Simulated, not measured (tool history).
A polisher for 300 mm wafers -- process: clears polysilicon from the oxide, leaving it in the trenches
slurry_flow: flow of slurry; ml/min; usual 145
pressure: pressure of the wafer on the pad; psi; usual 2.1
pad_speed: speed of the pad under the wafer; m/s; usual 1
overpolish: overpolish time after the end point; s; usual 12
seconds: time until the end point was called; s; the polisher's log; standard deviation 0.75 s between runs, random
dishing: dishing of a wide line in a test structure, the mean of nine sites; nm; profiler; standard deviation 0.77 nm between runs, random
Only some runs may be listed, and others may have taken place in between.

| run | day | slurry_flow | pressure | pad_speed | overpolish | incoming thickness of the incoming film, nm | seconds | dishing |
|---|---|---|---|---|---|---|---|---|
| 1 | 0 | 145 | 2.1 | 1 | 12 | 635.5 | 73.6 | 45.8 |
| 2 | 2.608 | 145 | 2.1 | 1 | 12 | 636.4 | 74.6 | 47.6 |
|  | 5.996 | worn pad replaced by a new one |
| 3 | 6.471 | 145 | 2.1 | 1 | 12 | 646.8 | 77.6 | 47.3 |
| 4 | 10.758 | 145 | 2.1 | 1 | 12 | 643.6 | 78.3 | 47 |
|  | 12.8 | worn pad replaced by a new one |
| 5 | 13.562 | 145 | 2.1 | 1 | 10 | 643.1 | 78.5 | 43.2 |
| 6 | 15.208 | 145 | 2.1 | 1 | 10 | 642.7 | 78.3 | 43.6 |
| 7 | 19.471 | 170 | 2.1 | 1 | 15 | 633.3 | 75.7 | 49.2 |
|  | 21.504 | worn pad replaced by a new one |
| 8 | 23.625 | 145 | 2.1 | 1 | 12 | 641 | 78.1 | 46.3 |
| 9 | 25.629 | 145 | 2.1 | 1 | 12 | 648.1 | 80 | 46.3 |
|  | 28.812 | worn pad replaced by a new one |
| 10 | 29.183 | 145 | 1.7 | 0.72 | 12 | 632.3 | 125.9 | 38.7 |
|  | 30.383 | head pressure recalibrated |
|  | 31.629 | slurry nozzle cleaned |
| 11 | 31.875 | 145 | 1.5 | 1 | 12 | 644.1 | 101.2 | 42.3 |
| 12 | 34.104 | 145 | 2.1 | 1 | 7 | 643.7 | 74.7 | 37.9 |
| 13 | 37.012 | 145 | 2.4 | 0.72 | 5 | 636.8 | 84.3 | 29.1 |
|  | 37.646 | worn pad replaced by a new one |
| 14 | 39.608 | 175 | 2.1 | 0.9 | 12 | 638.6 | 77.5 | 45.9 |

Predict each of these 4 candidate next runs independently; none follows another, all start after run 14:
| A | 39.629 | 145 | 2.1 | 0.9 | 12 | 650.7 | ? | ? |
| B | 39.629 | 160 | 1.8 | 0.88 | 15 | 650.7 | ? | ? |
| C | 39.629 | 105 | 1.5 | 1 | 12 | 650.7 | ? | ? |
| D | 39.629 | 145 | 2.8 | 1 | 6 | 650.7 | ? | ? |

| run | seconds | dishing |
|---|---|---|
| A | 84.6 | 45.5 |
| B | 98.3 | 46.5 |
| C | 119.2 | 40 |
| D | 58.2 | 40.4 |
Without the tool's hidden state the same runs would have given:
| run | seconds | dishing |
|---|---|---|
| A | 81.1 | 46.1 |
| B | 94.6 | 47 |
| C | 112.4 | 41.1 |
| D | 55.8 | 41.2 |
